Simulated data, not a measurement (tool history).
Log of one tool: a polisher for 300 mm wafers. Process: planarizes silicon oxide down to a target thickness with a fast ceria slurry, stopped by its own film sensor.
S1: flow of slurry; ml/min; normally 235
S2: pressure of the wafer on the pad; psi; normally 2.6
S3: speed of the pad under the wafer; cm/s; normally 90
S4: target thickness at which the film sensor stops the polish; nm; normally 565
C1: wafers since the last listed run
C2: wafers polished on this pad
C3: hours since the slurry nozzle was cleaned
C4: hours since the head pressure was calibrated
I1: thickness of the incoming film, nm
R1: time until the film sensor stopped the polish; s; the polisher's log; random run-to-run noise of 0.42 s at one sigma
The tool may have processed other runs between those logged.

run 1 day=0 | S1=235 S2=2.6 S3=90 S4=565 | C1=0 C2=230 C3=90.2 C4=212.4 | I1=1244.3 | R1=41.9
run 2 day=2.862 | S1=235 S2=2.6 S3=90 S4=565 | C1=687 C2=917 C3=158.9 C4=281.1 | I1=1259.7 | R1=42.8
-- day=3.325 worn pad replaced by a new one
run 3 day=3.717 | S1=235 S2=2.6 S3=90 S4=565 | C1=165 C2=94 C3=179.4 C4=301.6 | I1=1273.8 | R1=43.5
run 4 day=4.621 | S1=235 S2=1.9 S3=112 S4=565 | C1=217 C2=311 C3=201.1 C4=323.3 | I1=1264.4 | R1=50.7
run 5 day=5.904 | S1=235 S2=1.9 S3=112 S4=565 | C1=308 C2=619 C3=231.9 C4=354.1 | I1=1254.4 | R1=50.5
-- day=7.054 worn pad replaced by a new one
run 6 day=7.188 | S1=235 S2=2.6 S3=90 S4=565 | C1=268 C2=32 C3=262.7 C4=384.9 | I1=1258.6 | R1=43.3
run 7 day=7.767 | S1=235 S2=3.1 S3=90 S4=371 | C1=139 C2=171 C3=276.6 C4=398.8 | I1=1271 | R1=48.3
run 8 day=8.671 | S1=235 S2=2.6 S3=90 S4=565 | C1=217 C2=388 C3=298.3 C4=420.5 | I1=1260.6 | R1=44.5
run 9 day=9.942 | S1=235 S2=2.6 S3=90 S4=565 | C1=305 C2=693 C3=328.8 C4=451 | I1=1257.6 | R1=44.3
-- day=10.608 slurry nozzle cleaned
-- day=11.171 worn pad replaced by a new one
run 10 day=11.388 | S1=235 S2=2.6 S3=90 S4=565 | C1=297 C2=52 C3=18.7 C4=485.7 | I1=1272.1 | R1=42.8
run 11 day=11.896 | S1=235 S2=3.3 S3=90 S4=565 | C1=122 C2=174 C3=30.9 C4=497.9 | I1=1271.2 | R1=33.8
run 12 day=12.938 | S1=235 S2=2.6 S3=90 S4=565 | C1=250 C2=424 C3=55.9 C4=522.9 | I1=1262.9 | R1=42.2
run 13 day=13.517 | S1=180 S2=2.6 S3=76 S4=565 | C1=139 C2=563 C3=69.8 C4=536.8 | I1=1246.5 | R1=49.1
run 14 day=14.638 | S1=235 S2=2.1 S3=116 S4=565 | C1=269 C2=832 C3=96.7 C4=563.7 | I1=1274.7 | R1=44.5
-- day=15.75 worn pad replaced by a new one
run 15 day=15.996 | S1=235 S2=2.6 S3=90 S4=565 | C1=286 C2=59 C3=129.3 C4=596.3 | I1=1250.7 | R1=41.8

Run 16 is up next; what results do you expect?
-- day=16.133 head pressure recalibrated
run 16 day=17.208 | S1=235 S2=2.6 S3=78 S4=463 | C1=271 C2=330 C3=158.4 C4=25.8 | I1=1274.3 | R1=?

Run 16 yielded R1 54.9 s.
With no hidden state in the tool, this same run would have given R1 54.2 s.
